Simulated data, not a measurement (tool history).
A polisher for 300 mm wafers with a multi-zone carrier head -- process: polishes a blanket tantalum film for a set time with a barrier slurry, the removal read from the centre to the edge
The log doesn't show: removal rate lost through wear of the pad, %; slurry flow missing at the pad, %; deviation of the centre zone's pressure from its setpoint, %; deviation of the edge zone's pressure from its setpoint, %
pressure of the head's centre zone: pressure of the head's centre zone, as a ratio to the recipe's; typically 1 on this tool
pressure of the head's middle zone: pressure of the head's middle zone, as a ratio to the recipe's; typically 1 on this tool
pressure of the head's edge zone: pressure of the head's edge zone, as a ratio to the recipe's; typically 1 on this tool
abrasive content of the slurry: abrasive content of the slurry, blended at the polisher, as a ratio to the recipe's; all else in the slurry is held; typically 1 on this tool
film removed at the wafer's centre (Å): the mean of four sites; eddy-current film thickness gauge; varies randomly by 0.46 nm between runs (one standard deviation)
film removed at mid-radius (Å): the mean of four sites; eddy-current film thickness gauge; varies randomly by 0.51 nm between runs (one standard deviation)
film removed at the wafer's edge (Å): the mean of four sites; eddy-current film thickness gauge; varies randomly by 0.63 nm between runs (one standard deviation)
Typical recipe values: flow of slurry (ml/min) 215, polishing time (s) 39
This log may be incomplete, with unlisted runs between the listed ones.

run,hour,flow of slurry (ml/min),pressure of the head's centre zone,pressure of the head's middle zone,pressure of the head's edge zone,abrasive content of the slurry,polishing time (s),wafers since the last listed run,wafers polished on this pad,hours since the slurry nozzle was cleaned,hours since the centre zone pressure was calibrated,hours since the edge zone pressure was calibrated,hours since the carrier head's membrane was replaced,"incoming thickness of the incoming film, nm",film removed at the wafer's centre (Å),film removed at mid-radius (Å),film removed at the wafer's edge (Å)
1,0,215,1,1,1,1,39,0,290,438.2,606.8,1318.1,1400.3,339.2,599,604,597
2,29.8,215,1,1,1,1,39,332,622,468,636.6,1347.9,1430.1,343.9,588,601,595
3,54.4,215,1,1,1,1,39,274,896,492.6,661.2,1372.5,1454.7,340,581,590,595
4,72.9,215,1.04,1,1,1,39,206,1102,511.1,679.7,1391,1473.2,344.1,602,596,585
5,87.4,215,1.04,1,1,1,39,161,1264,525.6,694.2,1405.5,1487.7,337.8,601,589,596
# hour 104.8: worn pad replaced by a new one
6,107.7,215,0.91,1,1,1,39,181,32,545.9,714.5,1425.8,1508,344.1,540,582,578
7,136.7,215,0.91,1,1,1,39,323,355,574.9,743.5,1454.8,1537,347.5,539,582,583
# hour 151.8: slurry nozzle cleaned
8,160.5,270,1,1,1,1,35,254,609,8.7,767.3,1478.6,1560.8,338.9,594,595,570
# hour 177.3: edge zone pressure recalibrated
9,180,215,1,1,0.94,1,39,195,804,28.2,786.8,2.7,1580.3,338.9,636,645,617
# hour 203.5: carrier head's membrane replaced by a new one
# hour 211.4: worn pad replaced by a new one
10,211.9,215,0.96,1,1,1.15,34,255,5,60.1,818.7,34.6,8.4,346,563,583,559
11,221.7,215,1,1,1,1,39,109,115,69.9,828.5,44.4,18.2,345.1,635,641,614
# hour 229: centre zone pressure recalibrated
12,244.1,150,1,1,1,1,39,227,342,92.3,15.1,66.8,40.6,339.1,590,589,580
13,258.5,215,1,1,1.09,1,39,160,502,106.7,29.5,81.2,55,339,632,636,644
14,280.9,215,0.96,1,1,1,39,249,752,129.1,51.9,103.6,77.4,336.1,618,626,621
15,307.4,215,1,1,1.05,1,39,295,1047,155.6,78.4,130.1,103.9,341.2,627,626,627

Alternative continuations, all from the tool just after run 15; predict every row:
A,307.8,215,1,1,1,1,39,4,1052,156,78.8,130.5,104.3,344.8,?,?,?
B,307.8,215,0.9,1.03,1,1,26,4,1052,156,78.8,130.5,104.3,344.8,?,?,?
C,307.8,150,0.93,1,1.08,1,29,4,1052,156,78.8,130.5,104.3,344.8,?,?,?
D,307.8,215,1.05,0.94,1,1,31,4,1052,156,78.8,130.5,104.3,344.8,?,?,?

run,film removed at the wafer's centre (Å),film removed at mid-radius (Å),film removed at the wafer's edge (Å)
A,632,644,612
B,394,437,408
C,412,444,445
D,519,494,487
What these runs would have given with no unlogged condition in the tool:
run,film removed at the wafer's centre (Å),film removed at mid-radius (Å),film removed at the wafer's edge (Å)
A,646,657,621
B,403,446,414
C,426,457,454
D,530,504,494

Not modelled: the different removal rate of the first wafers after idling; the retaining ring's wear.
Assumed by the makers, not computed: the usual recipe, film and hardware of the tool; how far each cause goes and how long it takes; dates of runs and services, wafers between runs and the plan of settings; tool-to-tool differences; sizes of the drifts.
